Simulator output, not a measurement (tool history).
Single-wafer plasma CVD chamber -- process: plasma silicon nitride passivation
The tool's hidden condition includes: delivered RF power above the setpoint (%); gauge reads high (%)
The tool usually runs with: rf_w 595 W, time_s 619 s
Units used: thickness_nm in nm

| run | hour | rf_w | time_s | wafers since the last listed run | hours since the last RF generator calibration | hours since the showerhead was replaced | hours since the gauge calibration | read-back reference wafer on the same gauge, thickness_nm | thickness_nm |
|---|---|---|---|---|---|---|---|---|---|
| 1 | 0.0 | 595 | 619 | 0 | 1256.8 | 5977.4 | 1478.1 | 844.374 | 975.142 |
| 2 | 64.7 | 595 | 619 | 221 | 1321.5 | 6042.1 | 1542.8 | 845.592 | 974.442 |
| 3 | 113.2 | 595 | 619 | 166 | 1370.0 | 6090.6 | 1591.3 | 845.449 | 970.534 |
| 4 | 198.4 | 595 | 619 | 291 | 1455.2 | 6175.8 | 1676.5 | 844.456 | 963.875 |
| 5 | 295.9 | 560 | 586 | 333 | 1552.7 | 6273.3 | 1774.0 | 847.148 | 890.542 |
| 6 | 338.4 | 595 | 554 | 145 | 1595.2 | 6315.8 | 1816.5 | 844.534 | 867.663 |
| 7 | 451.0 | 595 | 554 | 385 | 1707.8 | 6428.4 | 1929.1 | 845.382 | 862.866 |
| 8 | 517.9 | 595 | 554 | 229 | 1774.7 | 6495.3 | 1996.0 | 844.623 | 857.934 |
| 9 | 564.8 | 595 | 534 | 160 | 1821.6 | 6542.2 | 2042.9 | 845.007 | 829.404 |
|  | 590.6 | RF generator calibrated |
| 10 | 628.8 | 595 | 534 | 191 | 38.2 | 6606.2 | 2106.9 | 846.368 | 855.986 |
| 11 | 672.1 | 655 | 619 | 148 | 81.5 | 6649.5 | 2150.2 | 846.298 | 1020.336 |
| 12 | 715.2 | 595 | 555 | 147 | 124.6 | 6692.6 | 2193.3 | 847.133 | 878.723 |
| 13 | 783.3 | 595 | 619 | 233 | 192.7 | 6760.7 | 2261.4 | 845.976 | 985.398 |
| 14 | 826.7 | 595 | 619 | 148 | 236.1 | 6804.1 | 2304.8 | 846.254 | 993.272 |
| 15 | 905.9 | 595 | 619 | 271 | 315.3 | 6883.3 | 2384.0 | 844.341 | 981.972 |
| 16 | 984.7 | 620 | 545 | 269 | 394.1 | 6962.1 | 2462.8 | 846.285 | 885.574 |
| 17 | 1057.4 | 620 | 545 | 249 | 466.8 | 7034.8 | 2535.5 | 847.069 | 881.007 |
|  | 1113.5 | showerhead replaced |
| 18 | 1119.9 | 595 | 561 | 186 | 529.3 | 6.4 | 2598.0 | 847.704 | 891.606 |
| 19 | 1180.9 | 595 | 561 | 208 | 590.3 | 67.4 | 2659.0 | 845.733 | 886.450 |
| 20 | 1235.3 | 595 | 561 | 186 | 644.7 | 121.8 | 2713.4 | 844.651 | 891.065 |
| 21 | 1305.2 | 595 | 619 | 239 | 714.6 | 191.7 | 2783.3 | 845.881 | 986.156 |
| 22 | 1343.3 | 595 | 700 | 130 | 752.7 | 229.8 | 2821.4 | 845.866 | 1110.542 |
| 23 | 1421.1 | 485 | 671 | 266 | 830.5 | 307.6 | 2899.2 | 846.694 | 1004.772 |
| 24 | 1525.1 | 595 | 619 | 356 | 934.5 | 411.6 | 3003.2 | 846.594 | 983.356 |
| 25 | 1612.2 | 515 | 650 | 298 | 1021.6 | 498.7 | 3090.3 | 845.231 | 987.855 |
| 26 | 1686.1 | 640 | 503 | 253 | 1095.5 | 572.6 | 3164.2 | 845.269 | 807.795 |
| 27 | 1757.5 | 595 | 619 | 244 | 1166.9 | 644.0 | 3235.6 | 846.037 | 981.139 |
| 28 | 1800.4 | 595 | 573 | 146 | 1209.8 | 686.9 | 3278.5 | 846.592 | 904.147 |
| 29 | 1840.1 | 675 | 671 | 135 | 1249.5 | 726.6 | 3318.2 | 845.771 | 1099.842 |
| 30 | 1935.2 | 595 | 673 | 325 | 1344.6 | 821.7 | 3413.3 | 846.771 | 1059.822 |
|  | 1997.8 | gauge calibrated |
| 31 | 2031.6 | 545 | 580 | 330 | 1441.0 | 918.1 | 33.8 | 846.268 | 884.107 |
| 32 | 2117.4 | 560 | 732 | 293 | 1526.8 | 1003.9 | 119.6 | 845.918 | 1122.812 |
| 33 | 2172.7 | 480 | 655 | 189 | 1582.1 | 1059.2 | 174.9 | 846.044 | 959.369 |
| 34 | 2233.6 | 480 | 656 | 208 | 1643.0 | 1120.1 | 235.8 | 845.747 | 962.523 |
| 35 | 2332.3 | 680 | 575 | 338 | 1741.7 | 1218.8 | 334.5 | 847.257 | 921.482 |
|  | 2475.6 | RF generator calibrated |
| 36 | 2521.9 | 595 | 619 | 622 | 46.3 | 1408.4 | 524.1 | 846.291 | 988.258 |
| 37 | 2820.9 | 595 | 619 | 1024 | 345.3 | 1707.4 | 823.1 | 846.670 | 985.346 |
| 38 | 2890.0 | 595 | 619 | 236 | 414.4 | 1776.5 | 892.2 | 848.218 | 984.373 |
| 39 | 2971.5 | 535 | 586 | 279 | 495.9 | 1858.0 | 973.7 | 845.610 | 900.800 |
| 40 | 3113.3 | 595 | 536 | 485 | 637.7 | 1999.8 | 1115.5 | 846.066 | 848.536 |
| 41 | 3162.9 | 595 | 619 | 169 | 687.3 | 2049.4 | 1165.1 | 844.780 | 979.663 |

Consider 3 possible next runs. They are alternatives, not a sequence: every one starts from the tool as it was left by run 41. What does each give?
| A | 3163.5 | 595 | 619 | 2 | 687.9 | 2050.0 | 1165.7 | ? | ? |
| B | 3163.5 | 535 | 577 | 2 | 687.9 | 2050.0 | 1165.7 | ? | ? |
| C | 3163.5 | 595 | 738 | 2 | 687.9 | 2050.0 | 1165.7 | ? | ? |

| run | read-back reference wafer on the same gauge, thickness_nm | thickness_nm |
|---|---|---|
| A | 846.482 | 981.841 |
| B | 846.482 | 887.633 |
| C | 846.482 | 1170.596 |
What these runs would have given with no unlogged condition in the tool:
| run | thickness_nm |
|---|---|
| A | 987.077 |
| B | 892.367 |
| C | 1176.838 |

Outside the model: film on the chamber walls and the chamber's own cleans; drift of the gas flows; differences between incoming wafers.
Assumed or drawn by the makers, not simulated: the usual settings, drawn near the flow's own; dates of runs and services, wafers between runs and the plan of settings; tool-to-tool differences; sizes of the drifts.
